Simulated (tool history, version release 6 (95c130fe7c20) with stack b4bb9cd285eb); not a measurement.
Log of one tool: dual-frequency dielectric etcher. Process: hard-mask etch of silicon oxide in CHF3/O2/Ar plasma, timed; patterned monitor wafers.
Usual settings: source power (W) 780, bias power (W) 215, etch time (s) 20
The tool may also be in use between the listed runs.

| run | hour | source power (W) | bias power (W) | etch time (s) | wafers since the last listed run | hours since the last wet clean | hours since the last source power generator calibration | hours since the last bias power generator calibration | hours since the last upper electrode change | hours since the gauge calibration | read-back reference wafer on the same gauge, depth_nm | mean etch depth across the wafer (nm) |
|---|---|---|---|---|---|---|---|---|---|---|---|---|
| 1 | 0 | 780 | 215 | 20 | 0 | 213.5 | 2657.7 | 4078.9 | 4530.2 | 1183.9 | 45.97 | 46.19 |
| 2 | 28 | 780 | 215 | 20 | 445 | 241.5 | 2685.7 | 4106.9 | 4558.2 | 1211.9 | 45.89 | 46.21 |
| 3 | 94.9 | 780 | 215 | 20 | 1063 | 308.4 | 2752.6 | 4173.8 | 4625.1 | 1278.8 | 45.88 | 46.05 |
|  | 143.9 | wet clean of the chamber |
| 4 | 147.5 | 780 | 215 | 20 | 454 | 3.6 | 2805.2 | 4226.4 | 4677.7 | 1331.4 | 45.83 | 46.27 |
| 5 | 184.8 | 780 | 215 | 20 | 593 | 40.9 | 2842.5 | 4263.7 | 4715 | 1368.7 | 45.84 | 46.09 |
| 6 | 223.5 | 780 | 215 | 20 | 615 | 79.6 | 2881.2 | 4302.4 | 4753.7 | 1407.4 | 45.77 | 45.92 |
| 7 | 284 | 780 | 215 | 20 | 961 | 140.1 | 2941.7 | 4362.9 | 4814.2 | 1467.9 | 45.72 | 45.96 |
| 8 | 342.6 | 780 | 215 | 20 | 931 | 198.7 | 3000.3 | 4421.5 | 4872.8 | 1526.5 | 45.65 | 46.01 |
| 9 | 400.7 | 780 | 215 | 18.5 | 923 | 256.8 | 3058.4 | 4479.6 | 4930.9 | 1584.6 | 45.68 | 42.52 |
| 10 | 471.1 | 780 | 215 | 18.5 | 1119 | 327.2 | 3128.8 | 4550 | 5001.3 | 1655 | 45.68 | 42.4 |
|  | 510.7 | wet clean of the chamber |
| 11 | 517.1 | 780 | 215 | 18.5 | 349 | 6.4 | 3174.8 | 4596 | 5047.3 | 1701 | 45.61 | 42.69 |
| 12 | 576.4 | 780 | 215 | 20 | 942 | 65.7 | 3234.1 | 4655.3 | 5106.6 | 1760.3 | 45.61 | 45.99 |
| 13 | 645 | 780 | 215 | 20 | 1090 | 134.3 | 3302.7 | 4723.9 | 5175.2 | 1828.9 | 45.56 | 45.52 |
| 14 | 675.6 | 900 | 215 | 14.5 | 486 | 164.9 | 3333.3 | 4754.5 | 5205.8 | 1859.5 | 45.54 | 34.55 |
| 15 | 699.9 | 720 | 165 | 20 | 386 | 189.2 | 3357.6 | 4778.8 | 5230.1 | 1883.8 | 45.51 | 41.26 |
| 16 | 749.9 | 890 | 215 | 23.5 | 794 | 239.2 | 3407.6 | 4828.8 | 5280.1 | 1933.8 | 45.47 | 55.93 |
| 17 | 787 | 590 | 167 | 15 | 589 | 276.3 | 3444.7 | 4865.9 | 5317.2 | 1970.9 | 45.45 | 29.19 |
|  | 818 | upper electrode replaced |
| 18 | 852 | 780 | 215 | 24 | 651 | 341.3 | 3509.7 | 4930.9 | 34 | 2035.9 | 45.48 | 54.53 |
|  | 936.8 | wet clean of the chamber |
|  | 958.1 | bias power generator calibrated |
|  | 989.5 | source power generator calibrated |
|  | 1029.1 | gauge calibrated |
| 19 | 1056.3 | 880 | 266 | 25 | 2739 | 119.5 | 66.8 | 98.2 | 238.3 | 27.2 | 46.41 | 65.04 |
| 20 | 1201.3 | 650 | 233 | 25 | 2305 | 264.5 | 211.8 | 243.2 | 383.3 | 172.2 | 46.35 | 55.58 |
| 21 | 1325.5 | 780 | 269 | 20 | 1974 | 388.7 | 336 | 367.4 | 507.5 | 296.4 | 46.29 | 50.03 |
|  | 1372.2 | wet clean of the chamber |
| 22 | 1395.2 | 780 | 215 | 20 | 726 | 23 | 405.7 | 437.1 | 577.2 | 366.1 | 46.25 | 46.52 |
| 23 | 1458.5 | 710 | 215 | 20 | 1006 | 86.3 | 469 | 500.4 | 640.5 | 429.4 | 46.21 | 45.36 |
| 24 | 1507.1 | 900 | 262 | 20 | 772 | 134.9 | 517.6 | 549 | 689.1 | 478 | 46.19 | 51.87 |
| 25 | 1535.3 | 720 | 215 | 23 | 448 | 163.1 | 545.8 | 577.2 | 717.3 | 506.2 | 46.14 | 51.86 |
| 26 | 1603.4 | 590 | 182 | 20 | 1082 | 231.2 | 613.9 | 645.3 | 785.4 | 574.3 | 46.19 | 40.21 |
| 27 | 1719.4 | 780 | 248 | 20 | 1844 | 347.2 | 729.9 | 761.3 | 901.4 | 690.3 | 46.1 | 48.45 |
| 28 | 1774.1 | 780 | 215 | 20 | 869 | 401.9 | 784.6 | 816 | 956.1 | 745 | 46.06 | 46.74 |
|  | 1808.4 | wet clean of the chamber |
| 29 | 1844.2 | 880 | 215 | 20 | 732 | 35.8 | 854.7 | 886.1 | 1026.2 | 815.1 | 46.04 | 48.46 |

Forecast each of these 4 alternatives for the next run:
| A | 1844.6 | 780 | 229 | 20 | 6 | 36.2 | 855.1 | 886.5 | 1026.6 | 815.5 | ? | ? |
| B | 1844.6 | 690 | 234 | 22.5 | 6 | 36.2 | 855.1 | 886.5 | 1026.6 | 815.5 | ? | ? |
| C | 1844.6 | 670 | 263 | 25.5 | 6 | 36.2 | 855.1 | 886.5 | 1026.6 | 815.5 | ? | ? |
| D | 1844.6 | 780 | 215 | 15 | 6 | 36.2 | 855.1 | 886.5 | 1026.6 | 815.5 | ? | ? |

| run | read-back reference wafer on the same gauge, depth_nm | mean etch depth across the wafer (nm) |
|---|---|---|
| A | 46.01 | 47.12 |
| B | 46.01 | 51.17 |
| C | 46.01 | 59.5 |
| D | 46.01 | 34.69 |
Without the tool's hidden state the same runs would have given:
| run | mean etch depth across the wafer (nm) |
|---|---|
| A | 47.62 |
| B | 51.71 |
| C | 60.13 |
| D | 35.06 |
